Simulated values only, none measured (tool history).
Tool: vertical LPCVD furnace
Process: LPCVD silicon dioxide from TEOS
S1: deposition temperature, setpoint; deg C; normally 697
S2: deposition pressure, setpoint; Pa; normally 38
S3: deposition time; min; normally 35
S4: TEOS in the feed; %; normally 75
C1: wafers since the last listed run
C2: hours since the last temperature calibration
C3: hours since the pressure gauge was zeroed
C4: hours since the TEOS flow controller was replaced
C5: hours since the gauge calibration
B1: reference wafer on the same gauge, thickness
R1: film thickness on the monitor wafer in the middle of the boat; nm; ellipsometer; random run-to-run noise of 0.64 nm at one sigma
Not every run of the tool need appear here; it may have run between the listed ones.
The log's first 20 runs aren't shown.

run	day	S1	S2	S3	S4	C1	C2	C3	C4	C5	B1	R1
21	64.054	689	38	35	84	782	689.4	178.5	1108.6	600.6	282.05	229.86
22	72.083	697	30	47.5	89	1989	882.1	371.2	1301.3	793.3	282.04	345.55
23	74.412	697	38	47	75	577	938	427.1	1357.2	849.2	281.88	353.71
24	76.012	697	38	35	70	396	976.4	465.5	1395.6	887.6	281.92	253.64
25	79.779	687	45.3	22.5	69	933	1066.8	555.9	1486	978	281.97	139.94
26	81.788	697	38	35	75	497	1115	604.1	1534.2	1026.2	282.11	262.4
27	85.179	694	38	35	75	840	1196.4	685.5	1615.6	1107.6	282.02	244.22
28	87.812	697	38	35	75	652	1259.6	748.7	1678.8	1170.8	282.02	262.43
29	91.321	697	35.3	35	65	869	1343.8	832.9	1763	1255	282.02	236.43
30	95.758	697	47.3	49	75	1099	1450.3	939.4	1869.5	1361.5	281.87	411.48
31	102.012	687	31.3	23	89	1549	1600.4	1089.5	2019.6	1511.6	281.99	134.66
32	105.775	693	46	27.5	89	932	1690.7	1179.8	2109.9	1601.9	281.99	225.42

Predict each of these 3 candidate next runs independently; none follows another, all start after run 32:
A	105.971	697	38	35	75	48	1695.4	1184.5	2114.6	1606.6	?	?
B	105.971	688	38	35	70	48	1695.4	1184.5	2114.6	1606.6	?	?
C	105.971	706	38	35	75	48	1695.4	1184.5	2114.6	1606.6	?	?

run	B1	R1
A	281.98	262.4
B	281.98	204.97
C	281.98	323.25
Without the tool's hidden state the same runs would have given:
run	R1
A	260.52
B	203.48
C	320.97
